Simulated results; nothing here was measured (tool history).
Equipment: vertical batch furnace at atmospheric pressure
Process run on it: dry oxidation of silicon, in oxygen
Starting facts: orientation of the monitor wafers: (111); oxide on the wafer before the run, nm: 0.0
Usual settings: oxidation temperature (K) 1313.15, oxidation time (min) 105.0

| run | hour | oxidation temperature (K) | oxidation time (min) | wafers since the last listed run | hours since the last temperature calibration | hours since the boat lift was adjusted | hours since the gauge calibration | read-back reference wafer on the same gauge, thickness | oxide thickness on the monitor wafer (angstrom) |
|---|---|---|---|---|---|---|---|---|---|
| 1 | 0.0 | 1313.15 | 105.0 | 0 | 2904.6 | 3603.9 | 169.3 | 134.96 | 1274.5 |
| 2 | 30.2 | 1313.15 | 105.0 | 366 | 2934.8 | 3634.1 | 199.5 | 134.99 | 1271.4 |
| 3 | 92.2 | 1313.15 | 105.0 | 752 | 2996.8 | 3696.1 | 261.5 | 135.01 | 1272.0 |
| 4 | 105.8 | 1313.15 | 105.0 | 165 | 3010.4 | 3709.7 | 275.1 | 134.98 | 1275.3 |
| 5 | 134.1 | 1313.15 | 105.0 | 343 | 3038.7 | 3738.0 | 303.4 | 135.01 | 1274.2 |
| 6 | 220.9 | 1301.15 | 79.0 | 1053 | 3125.5 | 3824.8 | 390.2 | 135.05 | 995.1 |
| 7 | 246.5 | 1301.15 | 79.0 | 310 | 3151.1 | 3850.4 | 415.8 | 135.00 | 996.7 |
| 8 | 259.0 | 1301.15 | 79.0 | 151 | 3163.6 | 3862.9 | 428.3 | 135.03 | 996.6 |
| 9 | 274.8 | 1313.15 | 105.0 | 191 | 3179.4 | 3878.7 | 444.1 | 135.04 | 1274.3 |
| 10 | 309.2 | 1313.15 | 105.0 | 417 | 3213.8 | 3913.1 | 478.5 | 134.97 | 1273.9 |
| 11 | 336.8 | 1313.15 | 105.0 | 334 | 3241.4 | 3940.7 | 506.1 | 135.01 | 1276.1 |
| 12 | 348.8 | 1324.15 | 77.0 | 145 | 3253.4 | 3952.7 | 518.1 | 134.98 | 1119.9 |
| 13 | 413.9 | 1313.15 | 90.5 | 789 | 3318.5 | 4017.8 | 583.2 | 134.95 | 1167.2 |
|  | 455.8 | boat lift adjusted |
| 14 | 456.3 | 1313.15 | 105.0 | 223 | 3360.9 | 0.5 | 625.6 | 134.98 | 1277.3 |
|  | 485.2 | thermocouples replaced and temperature profile calibrated |
| 15 | 485.7 | 1301.15 | 79.0 | 65 | 0.5 | 29.9 | 655.0 | 135.02 | 974.0 |
|  | 491.2 | gauge calibrated |
| 16 | 492.4 | 1297.15 | 86.0 | 81 | 7.2 | 36.6 | 1.2 | 135.02 | 1002.2 |
| 17 | 505.6 | 1313.15 | 105.0 | 160 | 20.4 | 49.8 | 14.4 | 134.99 | 1250.6 |
| 18 | 529.0 | 1300.15 | 88.0 | 283 | 43.8 | 73.2 | 37.8 | 134.99 | 1037.3 |
| 19 | 544.0 | 1293.15 | 64.5 | 182 | 58.8 | 88.2 | 52.8 | 135.01 | 813.5 |
| 20 | 562.0 | 1333.15 | 64.5 | 218 | 76.8 | 106.2 | 70.8 | 134.97 | 1036.1 |
| 21 | 586.8 | 1323.15 | 105.0 | 300 | 101.6 | 131.0 | 95.6 | 135.03 | 1323.5 |
| 22 | 615.4 | 1313.15 | 105.0 | 347 | 130.2 | 159.6 | 124.2 | 135.01 | 1252.4 |
| 23 | 644.3 | 1325.15 | 155.0 | 350 | 159.1 | 188.5 | 153.1 | 135.01 | 1699.7 |
| 24 | 711.4 | 1291.15 | 60.0 | 814 | 226.2 | 255.6 | 220.2 | 135.06 | 765.5 |

5 options for the next run, each taken on its own from the tool as it stands now. Forecast them:
| A | 716.7 | 1313.15 | 105.0 | 64 | 231.5 | 260.9 | 225.5 | ? | ? |
| B | 716.7 | 1290.15 | 105.0 | 64 | 231.5 | 260.9 | 225.5 | ? | ? |
| C | 716.7 | 1313.15 | 60.5 | 64 | 231.5 | 260.9 | 225.5 | ? | ? |
| D | 716.7 | 1320.15 | 105.0 | 64 | 231.5 | 260.9 | 225.5 | ? | ? |
| E | 716.7 | 1332.15 | 85.5 | 64 | 231.5 | 260.9 | 225.5 | ? | ? |

| run | read-back reference wafer on the same gauge, thickness | oxide thickness on the monitor wafer (angstrom) |
|---|---|---|
| A | 134.99 | 1254.0 |
| B | 134.99 | 1090.4 |
| C | 134.99 | 886.3 |
| D | 134.99 | 1304.7 |
| E | 134.99 | 1230.8 |
Had the tool no hidden state, the same runs would have come out as:
| run | oxide thickness on the monitor wafer (angstrom) |
|---|---|
| A | 1251.3 |
| B | 1087.7 |
| C | 884.3 |
| D | 1301.9 |
| E | 1228.1 |

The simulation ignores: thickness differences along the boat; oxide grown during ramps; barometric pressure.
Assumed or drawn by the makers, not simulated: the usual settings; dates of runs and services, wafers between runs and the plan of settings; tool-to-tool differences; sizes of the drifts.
